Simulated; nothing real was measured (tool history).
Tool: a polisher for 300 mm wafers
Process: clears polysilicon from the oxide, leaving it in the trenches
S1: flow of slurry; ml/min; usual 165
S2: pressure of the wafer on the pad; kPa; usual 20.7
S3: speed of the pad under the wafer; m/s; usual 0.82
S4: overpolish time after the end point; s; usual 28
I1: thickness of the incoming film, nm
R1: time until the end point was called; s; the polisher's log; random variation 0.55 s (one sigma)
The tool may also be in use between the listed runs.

| run | hour | S1 | S2 | S3 | S4 | I1 | R1 |
|---|---|---|---|---|---|---|---|
| 1 | 0.0 | 165 | 20.7 | 0.92 | 28 | 648.7 | 49.1 |
| 2 | 25.1 | 165 | 20.7 | 0.82 | 28 | 637.7 | 55.8 |
| 3 | 95.5 | 165 | 20.7 | 0.82 | 28 | 646.7 | 55.8 |
| 4 | 125.1 | 165 | 20.7 | 0.82 | 28 | 638.5 | 55.1 |
|  | 160.8 | worn pad replaced by a new one |
| 5 | 169.2 | 165 | 20.7 | 0.82 | 28 | 656.3 | 57.3 |
|  | 187.8 | head pressure recalibrated |
| 6 | 227.9 | 165 | 20.7 | 0.82 | 28 | 639.5 | 57.1 |
| 7 | 258.7 | 165 | 20.7 | 0.82 | 28 | 655.0 | 56.2 |
| 8 | 295.3 | 165 | 20.7 | 0.82 | 28 | 652.3 | 56.5 |
| 9 | 332.7 | 165 | 20.7 | 0.82 | 28 | 653.8 | 57.7 |
| 10 | 373.1 | 165 | 20.7 | 0.82 | 28 | 642.0 | 55.6 |
| 11 | 422.9 | 165 | 20.7 | 0.82 | 28 | 664.5 | 59.2 |
| 12 | 469.0 | 165 | 20.7 | 0.82 | 28 | 649.0 | 56.9 |
| 13 | 517.7 | 165 | 25.5 | 0.82 | 22 | 646.8 | 46.9 |
|  | 546.2 | slurry nozzle cleaned |
| 14 | 551.5 | 165 | 20.7 | 0.82 | 28 | 648.6 | 54.0 |
|  | 602.5 | worn pad replaced by a new one |
| 15 | 609.0 | 165 | 26.9 | 0.82 | 35 | 643.8 | 41.2 |
| 16 | 664.5 | 225 | 20.7 | 0.62 | 28 | 640.6 | 70.0 |
| 17 | 719.5 | 130 | 20.7 | 0.82 | 28 | 652.0 | 56.8 |
| 18 | 756.0 | 165 | 20.7 | 0.82 | 28 | 655.6 | 55.6 |
| 19 | 814.0 | 180 | 24.1 | 1.04 | 12 | 649.3 | 37.1 |
| 20 | 862.1 | 165 | 20.7 | 0.82 | 28 | 652.1 | 55.6 |
| 21 | 914.6 | 165 | 17.2 | 0.82 | 14 | 640.3 | 67.1 |

The next listed run, before its measurement:
| 22 | 974.0 | 190 | 20.7 | 0.82 | 28 | 637.5 | ? |

{"run 22": {"R1": 54.7}}
Without the tool's hidden state the same run would have given R1 52.7 s.
